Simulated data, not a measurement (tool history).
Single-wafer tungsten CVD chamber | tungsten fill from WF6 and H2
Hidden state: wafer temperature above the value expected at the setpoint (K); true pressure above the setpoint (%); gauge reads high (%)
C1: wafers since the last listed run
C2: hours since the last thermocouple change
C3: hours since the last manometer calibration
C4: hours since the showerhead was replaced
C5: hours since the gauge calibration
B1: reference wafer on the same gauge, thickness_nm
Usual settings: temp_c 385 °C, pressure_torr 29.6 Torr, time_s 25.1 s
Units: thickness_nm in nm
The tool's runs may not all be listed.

run 1 hour=0 | temp_c=385 pressure_torr=29.6 time_s=25.1 | C1=0 C2=2529.5 C3=1727.4 C4=2399.6 C5=148.1 | B1=48.325 | thickness_nm=58.388
run 2 hour=35.2 | temp_c=385 pressure_torr=29.6 time_s=25.1 | C1=1100 C2=2564.7 C3=1762.6 C4=2434.8 C5=183.3 | B1=48.283 | thickness_nm=58.699
run 3 hour=50.8 | temp_c=385 pressure_torr=29.6 time_s=25.1 | C1=487 C2=2580.3 C3=1778.2 C4=2450.4 C5=198.9 | B1=48.322 | thickness_nm=58.388
run 4 hour=80.6 | temp_c=385 pressure_torr=29.6 time_s=24 | C1=931 C2=2610.1 C3=1808 C4=2480.2 C5=228.7 | B1=48.304 | thickness_nm=55.728
run 5 hour=108.5 | temp_c=385 pressure_torr=29.6 time_s=24 | C1=872 C2=2638 C3=1835.9 C4=2508.1 C5=256.6 | B1=48.321 | thickness_nm=56.146
run 6 hour=132.4 | temp_c=385 pressure_torr=27.9 time_s=27.9 | C1=747 C2=2661.9 C3=1859.8 C4=2532 C5=280.5 | B1=48.267 | thickness_nm=63.74
run 7 hour=166.9 | temp_c=385 pressure_torr=27.9 time_s=27.9 | C1=1078 C2=2696.4 C3=1894.3 C4=2566.5 C5=315 | B1=48.289 | thickness_nm=64.239
run 8 hour=187 | temp_c=385 pressure_torr=27.9 time_s=27.9 | C1=628 C2=2716.5 C3=1914.4 C4=2586.6 C5=335.1 | B1=48.297 | thickness_nm=63.657
run 9 hour=211.7 | temp_c=385 pressure_torr=29.6 time_s=25.1 | C1=772 C2=2741.2 C3=1939.1 C4=2611.3 C5=359.8 | B1=48.304 | thickness_nm=59.304
run 10 hour=230.7 | temp_c=385 pressure_torr=25 time_s=29.1 | C1=594 C2=2760.2 C3=1958.1 C4=2630.3 C5=378.8 | B1=48.337 | thickness_nm=64.182
-- hour=256.3 showerhead replaced
run 11 hour=256.8 | temp_c=385 pressure_torr=25 time_s=29.1 | C1=566 C2=2786.3 C3=1984.2 C4=0.5 C5=404.9 | B1=48.331 | thickness_nm=64.35
-- hour=265.7 capacitance manometer re-zeroed and calibrated
run 12 hour=279.3 | temp_c=385 pressure_torr=25 time_s=29.1 | C1=453 C2=2808.8 C3=13.6 C4=23 C5=427.4 | B1=48.383 | thickness_nm=64.16
run 13 hour=307 | temp_c=379 pressure_torr=29.6 time_s=27.1 | C1=866 C2=2836.5 C3=41.3 C4=50.7 C5=455.1 | B1=48.314 | thickness_nm=55.696
run 14 hour=336.4 | temp_c=372 pressure_torr=34.6 time_s=26.5 | C1=919 C2=2865.9 C3=70.7 C4=80.1 C5=484.5 | B1=48.388 | thickness_nm=49.289
run 15 hour=348.4 | temp_c=380 pressure_torr=29.6 time_s=28.7 | C1=375 C2=2877.9 C3=82.7 C4=92.1 C5=496.5 | B1=48.355 | thickness_nm=60.562
run 16 hour=372.2 | temp_c=398 pressure_torr=29.6 time_s=21.4 | C1=744 C2=2901.7 C3=106.5 C4=115.9 C5=520.3 | B1=48.27 | thickness_nm=65.937
-- hour=391 thermocouple changed; heater temperature recalibrated
run 17 hour=391.5 | temp_c=372 pressure_torr=25.7 time_s=21.2 | C1=353 C2=0.5 C3=125.8 C4=135.2 C5=539.6 | B1=48.306 | thickness_nm=30.733
run 18 hour=425.1 | temp_c=385 pressure_torr=29.6 time_s=25.1 | C1=1050 C2=34.1 C3=159.4 C4=168.8 C5=573.2 | B1=48.284 | thickness_nm=52.164
run 19 hour=442 | temp_c=385 pressure_torr=29.6 time_s=22.4 | C1=528 C2=51 C3=176.3 C4=185.7 C5=590.1 | B1=48.291 | thickness_nm=46.658
-- hour=471 gauge calibrated
run 20 hour=474.9 | temp_c=385 pressure_torr=31.5 time_s=25.1 | C1=1028 C2=83.9 C3=209.2 C4=218.6 C5=3.9 | B1=48.246 | thickness_nm=52.972
run 21 hour=498.7 | temp_c=385 pressure_torr=33.3 time_s=25.1 | C1=744 C2=107.7 C3=233 C4=242.4 C5=27.7 | B1=48.326 | thickness_nm=54.548
run 22 hour=526.8 | temp_c=376 pressure_torr=29.6 time_s=21.8 | C1=878 C2=135.8 C3=261.1 C4=270.5 C5=55.8 | B1=48.274 | thickness_nm=36.723
run 23 hour=551.3 | temp_c=385 pressure_torr=36.8 time_s=29.2 | C1=766 C2=160.3 C3=285.6 C4=295 C5=80.3 | B1=48.336 | thickness_nm=66.522
run 24 hour=632.6 | temp_c=385 pressure_torr=29.6 time_s=25.1 | C1=2542 C2=241.6 C3=366.9 C4=376.3 C5=161.6 | B1=48.303 | thickness_nm=52.851

Forecast each of these 5 alternatives for the next run:
run A hour=633 | temp_c=385 pressure_torr=29.6 time_s=25.1 | C1=12 C2=242 C3=367.3 C4=376.7 C5=162 | B1=? | thickness_nm=?
run B hour=633 | temp_c=399 pressure_torr=29.6 time_s=23.2 | C1=12 C2=242 C3=367.3 C4=376.7 C5=162 | B1=? | thickness_nm=?
run C hour=633 | temp_c=398 pressure_torr=29.6 time_s=20.9 | C1=12 C2=242 C3=367.3 C4=376.7 C5=162 | B1=? | thickness_nm=?
run D hour=633 | temp_c=385 pressure_torr=34 time_s=25.1 | C1=12 C2=242 C3=367.3 C4=376.7 C5=162 | B1=? | thickness_nm=?
run E hour=633 | temp_c=385 pressure_torr=35.3 time_s=23.5 | C1=12 C2=242 C3=367.3 C4=376.7 C5=162 | B1=? | thickness_nm=?

run=A B1=48.332 thickness_nm=52.566
run=B B1=48.332 thickness_nm=65.839
run=C B1=48.332 thickness_nm=58.074
run=D B1=48.332 thickness_nm=55.543
run=E B1=48.332 thickness_nm=52.777
Without the tool's hidden state the same runs would have given:
run=A thickness_nm=52.822
run=B thickness_nm=66.126
run=C thickness_nm=58.338
run=D thickness_nm=55.813
run=E thickness_nm=53.034
